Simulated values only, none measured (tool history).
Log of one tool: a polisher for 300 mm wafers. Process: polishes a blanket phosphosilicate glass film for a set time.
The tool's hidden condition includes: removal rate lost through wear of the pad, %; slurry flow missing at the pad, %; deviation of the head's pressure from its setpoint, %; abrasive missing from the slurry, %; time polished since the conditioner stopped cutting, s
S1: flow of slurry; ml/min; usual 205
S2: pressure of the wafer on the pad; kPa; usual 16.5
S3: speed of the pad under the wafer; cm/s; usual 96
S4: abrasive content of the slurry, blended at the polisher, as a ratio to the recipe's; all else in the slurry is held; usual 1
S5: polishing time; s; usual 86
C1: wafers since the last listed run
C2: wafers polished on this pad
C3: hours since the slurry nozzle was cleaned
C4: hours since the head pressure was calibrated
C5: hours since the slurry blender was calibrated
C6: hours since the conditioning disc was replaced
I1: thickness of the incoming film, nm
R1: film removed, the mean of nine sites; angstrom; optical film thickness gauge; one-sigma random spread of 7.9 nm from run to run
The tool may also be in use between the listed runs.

run   hour   S1    S2   S3    S4   S5   C1    C2     C3     C4     C5     C6      I1    R1
  1      0  250  15.2   96     1   86    0  1450   88.7    190  182.6   70.1  3637.1  4835
  2   26.6  250  15.2   96     1   86  253  1704  115.3  216.6  209.2   96.7    3638  4704
  3   60.4  230  16.5   96  0.75   86  321  2025  149.1  250.4    243  130.5  3723.5  4150
  4  116.3  150  16.5   96     1   63  531  2557    205  306.3  298.9  186.4  3652.2  3317
  5  184.1  205  16.5   96  0.85   97  645  3202  272.8  374.1  366.7  254.2  3596.6  4841
     242.1  -- worn pad replaced by a new one
  6  248.9  205  16.5  128     1  102  578    65  337.6  438.9  431.5    319  3723.4  6581
  7  276.8  205  16.5   96     1   86  265   330  365.5  466.8  459.4  346.9  3690.2  4774
  8  324.4  260  11.7   96   1.2  107  452   783  413.1  514.4    507  394.5  3725.2  4721
     330.7  -- slurry blender recalibrated
  9  378.3  205  18.6   96     1   86  493  1277    467  568.3   47.6  448.4  3667.1  5870
 10  411.5  205    20  108     1   86  315  1593  500.2  601.5   80.8  481.6  3687.4  6706
     421.7  -- conditioning disc replaced and pad reconditioned
       434  -- head pressure recalibrated
 11  471.7  205  16.5   96     1   86  534  2127  560.4   37.7    141     50  3653.4  5091
 12  543.4  205  16.5   96     1   86  682  2809  632.1  109.4  212.7  121.7  3736.7  4744
 13    614  205  21.4  114     1   59  671  3481  702.7    180  283.3  192.3  3611.5  4767
 14  660.8  205  16.5   96     1   86  445  3926  749.5  226.8  330.1  239.1  3672.8  4698
       666  -- worn pad replaced by a new one
       685  -- slurry nozzle cleaned
 15    714  250  16.5   76  0.75  112  458   447     29    280  383.3  292.3  3707.5  4925

Estimate the outcome of run 16 from the log above:
 16  761.6  205  16.5  96  1.25  86  452  900  76.6  327.6  430.9  339.9  3689.5   ?

R1: 5392 angstrom
Had the tool carried no hidden state, the very same run would have given R1 5868 angstrom.

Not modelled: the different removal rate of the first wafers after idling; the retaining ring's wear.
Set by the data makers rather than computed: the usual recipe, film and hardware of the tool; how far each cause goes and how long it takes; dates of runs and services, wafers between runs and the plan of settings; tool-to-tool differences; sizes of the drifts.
